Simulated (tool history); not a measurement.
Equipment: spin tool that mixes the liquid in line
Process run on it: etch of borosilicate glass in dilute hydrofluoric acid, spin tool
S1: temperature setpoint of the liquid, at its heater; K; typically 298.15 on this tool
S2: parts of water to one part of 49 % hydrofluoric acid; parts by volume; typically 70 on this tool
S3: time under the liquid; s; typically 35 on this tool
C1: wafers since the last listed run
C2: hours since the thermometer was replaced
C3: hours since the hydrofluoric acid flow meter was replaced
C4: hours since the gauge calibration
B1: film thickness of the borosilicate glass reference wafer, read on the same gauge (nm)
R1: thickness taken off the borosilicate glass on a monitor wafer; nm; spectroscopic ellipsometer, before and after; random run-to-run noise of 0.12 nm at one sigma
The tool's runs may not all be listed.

Run 1, day 0: usual settings but S2 95 parts by volume; C1 0; C2 1458.1; C3 834.2; C4 196.5; B1 39.99. Result: R1 10.88 nm.
Run 2, day 0.958: usual settings but S2 95 parts by volume; C1 240; C2 1481.1; C3 857.2; C4 219.5; B1 40. Result: R1 10.73 nm.
Run 3, day 2.15: usual settings; C1 299; C2 1509.7; C3 885.8; C4 248.1; B1 40.02. Result: R1 15 nm.
Run 4, day 2.892: usual settings; C1 186; C2 1527.5; C3 903.6; C4 265.9; B1 40.02. Result: R1 15.08 nm.
Run 5, day 3.396: usual settings; C1 126; C2 1539.6; C3 915.7; C4 278; B1 39.98. Result: R1 14.88 nm.
Run 6, day 4.679: usual settings; C1 322; C2 1570.4; C3 946.5; C4 308.8; B1 39.98. Result: R1 14.98 nm.
Run 7, day 5.408: usual settings but S2 80 parts by volume; C1 183; C2 1587.9; C3 964; C4 326.3; B1 40.02. Result: R1 12.89 nm.
Run 8, day 6.238: usual settings but S2 80 parts by volume; C1 208; C2 1607.8; C3 983.9; C4 346.2; B1 40. Result: R1 12.93 nm.
Run 9, day 7.725: usual settings but S2 80 parts by volume; C1 373; C2 1643.5; C3 1019.6; C4 381.9; B1 39.99. Result: R1 12.84 nm.
Run 10, day 9.15: usual settings but S3 45 s; C1 357; C2 1677.7; C3 1053.8; C4 416.1; B1 40. Result: R1 19.07 nm.
Run 11, day 10.546: usual settings but S3 45 s; C1 350; C2 1711.2; C3 1087.3; C4 449.6; B1 40. Result: R1 19.03 nm.
Run 12, day 11.333: usual settings but S1 302.15 K; C1 197; C2 1730.1; C3 1106.2; C4 468.5; B1 40.02. Result: R1 17.46 nm.
Run 13, day 12.171: usual settings but S1 299.65 K; C1 210; C2 1750.2; C3 1126.3; C4 488.6; B1 40.01. Result: R1 15.55 nm.
Run 14, day 13.004: usual settings; C1 209; C2 1770.2; C3 1146.3; C4 508.6; B1 40.01. Result: R1 14.92 nm.
At day 13.667: gauge calibrated.
At day 13.817: hydrofluoric acid flow meter replaced.
Run 15, day 14.458: usual settings; C1 354; C2 1805.1; C3 15.4; C4 19; B1 40. Result: R1 14.81 nm.
Run 16, day 15.175: usual settings; C1 179; C2 1822.3; C3 32.6; C4 36.2; B1 40.01. Result: R1 14.84 nm.
At day 16.229: thermometer replaced.
Run 17, day 18.675: usual settings but S3 55 s; C1 868; C2 58.7; C3 116.6; C4 120.2; B1 39.97. Result: R1 21.62 nm.
Run 18, day 19.196: usual settings but S1 302.65 K; C1 130; C2 71.2; C3 129.1; C4 132.7; B1 40. Result: R1 16.98 nm.
Run 19, day 21.296: usual settings but S2 105 parts by volume, S3 50 s; C1 527; C2 121.6; C3 179.5; C4 183.1; B1 39.99. Result: R1 12.85 nm.
Run 20, day 22.554: usual settings but S1 294.15 K, S2 40 parts by volume; C1 316; C2 151.8; C3 209.7; C4 213.3; B1 40.02. Result: R1 21.25 nm.
Run 21, day 23.275: usual settings but S2 45 parts by volume; C1 181; C2 169.1; C3 227; C4 230.6; B1 39.99. Result: R1 22.45 nm.
At day 23.542: thermometer replaced, repeated, since the last time left the tool worse.
Run 22, day 24.642: usual settings; C1 332; C2 26.4; C3 259.8; C4 263.4; B1 40.02. Result: R1 15.63 nm.
Run 23, day 25.271: usual settings but S1 302.15 K, S2 45 parts by volume, S3 55 s; C1 158; C2 41.5; C3 274.9; C4 278.5; B1 40.02. Result: R1 46.31 nm.
Run 24, day 26.412: usual settings but S1 294.15 K, S2 45 parts by volume; C1 286; C2 68.9; C3 302.3; C4 305.9; B1 40.01. Result: R1 21.64 nm.
Run 25, day 27.521: usual settings; C1 278; C2 95.5; C3 328.9; C4 332.5; B1 40. Result: R1 15.51 nm.
Run 26, day 28.612: usual settings but S1 301.15 K, S2 60 parts by volume, S3 15 s; C1 274; C2 121.7; C3 355.1; C4 358.7; B1 39.98. Result: R1 8.91 nm.
Run 27, day 29.888: usual settings but S1 294.15 K, S2 60 parts by volume, S3 50 s; C1 320; C2 152.3; C3 385.7; C4 389.3; B1 39.97. Result: R1 22.33 nm.

Hidden state or all else? Some run-to-run changes of R1, split into what the settings, what came in and random variation would give without the hidden state, and what is left for the hidden state (with any gauge scatter that isn't in both results):
Hidden state present: liquid colder than its thermometer reads (K); hydrofluoric acid flow below the setpoint (%); gauge reads high (%).
Run 16 -> 17: S3 35 -> 55, thermometer replaced. R1 +6.78 nm: hidden state -1.91, all else +8.69.
Run 21 -> 22: S2 45 -> 70, thermometer replaced, repeated, since the last time left the tool worse. R1 -6.82 nm: hidden state +3.14, all else -9.96.
Run 22 -> 23: S1 298.15 -> 302.15, S2 70 -> 45, S3 35 -> 55. R1 +30.68 nm: hidden state -0.22, all else +30.9.
Run 23 -> 24: S1 302.15 -> 294.15, S3 55 -> 35. R1 -24.67 nm: hidden state +0.14, all else -24.81.
